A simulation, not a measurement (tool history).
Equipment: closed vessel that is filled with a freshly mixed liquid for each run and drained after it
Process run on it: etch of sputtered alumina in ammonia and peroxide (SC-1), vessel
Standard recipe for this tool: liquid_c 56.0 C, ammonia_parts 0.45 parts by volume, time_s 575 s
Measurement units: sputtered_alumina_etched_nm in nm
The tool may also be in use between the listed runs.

| run | hour | liquid_c | ammonia_parts | time_s | read-back film thickness of the sputtered alumina reference wafer, read on the same gauge (nm) | sputtered_alumina_etched_nm |
|---|---|---|---|---|---|---|
| 1 | 0.0 | 56.0 | 0.45 | 575 | 49.99 | 35.43 |
| 2 | 82.1 | 56.0 | 0.45 | 575 | 50.01 | 36.24 |
| 3 | 183.0 | 56.0 | 0.45 | 575 | 49.99 | 36.16 |
| 4 | 242.5 | 56.0 | 0.45 | 575 | 49.99 | 36.43 |
|  | 275.0 | new drum of ammonia solution connected |
| 5 | 338.3 | 56.0 | 0.45 | 575 | 49.99 | 36.27 |
| 6 | 376.1 | 56.0 | 0.45 | 575 | 50.01 | 36.87 |
| 7 | 440.1 | 50.5 | 0.45 | 735 | 49.99 | 34.98 |
|  | 541.5 | new drum of ammonia solution connected |
|  | 605.1 | thermometer replaced |
| 8 | 668.8 | 50.5 | 0.45 | 735 | 49.98 | 33.29 |
| 9 | 823.7 | 56.0 | 0.45 | 445 | 49.99 | 27.11 |
|  | 842.3 | new drum of ammonia solution connected |
| 10 | 915.8 | 56.0 | 0.45 | 575 | 49.98 | 35.28 |
| 11 | 952.8 | 56.0 | 0.40 | 705 | 50.02 | 42.77 |
|  | 964.5 | gauge calibrated |
| 12 | 1028.3 | 52.0 | 0.40 | 575 | 49.99 | 28.05 |
| 13 | 1111.0 | 56.0 | 0.45 | 575 | 49.98 | 35.36 |
|  | 1114.4 | new drum of ammonia solution connected |
| 14 | 1178.3 | 56.0 | 0.45 | 690 | 50.03 | 42.92 |
|  | 1190.2 | ammonia flow meter replaced |
| 15 | 1221.2 | 47.5 | 0.45 | 400 | 49.99 | 15.73 |
| 16 | 1357.8 | 56.0 | 0.45 | 575 | 50.01 | 35.93 |
|  | 1410.6 | new drum of ammonia solution connected |
| 17 | 1411.0 | 56.0 | 0.45 | 575 | 50.02 | 35.72 |
| 18 | 1517.0 | 51.5 | 0.35 | 280 | 50.01 | 13.63 |

Forecast each of these 5 alternatives for the next run:
| A | 1517.8 | 56.0 | 0.45 | 575 | ? | ? |
| B | 1517.8 | 56.0 | 0.45 | 365 | ? | ? |
| C | 1517.8 | 60.0 | 0.25 | 300 | ? | ? |
| D | 1517.8 | 64.0 | 0.45 | 370 | ? | ? |
| E | 1517.8 | 62.0 | 0.45 | 575 | ? | ? |

| run | read-back film thickness of the sputtered alumina reference wafer, read on the same gauge (nm) | sputtered_alumina_etched_nm |
|---|---|---|
| A | 50.01 | 35.88 |
| B | 50.01 | 22.78 |
| C | 50.01 | 21.78 |
| D | 50.01 | 34.74 |
| E | 50.01 | 48.85 |
Without the tool's unlogged condition, the same runs would have read:
| run | sputtered_alumina_etched_nm |
|---|---|
| A | 34.24 |
| B | 21.73 |
| C | 20.81 |
| D | 33.23 |
| E | 46.70 |

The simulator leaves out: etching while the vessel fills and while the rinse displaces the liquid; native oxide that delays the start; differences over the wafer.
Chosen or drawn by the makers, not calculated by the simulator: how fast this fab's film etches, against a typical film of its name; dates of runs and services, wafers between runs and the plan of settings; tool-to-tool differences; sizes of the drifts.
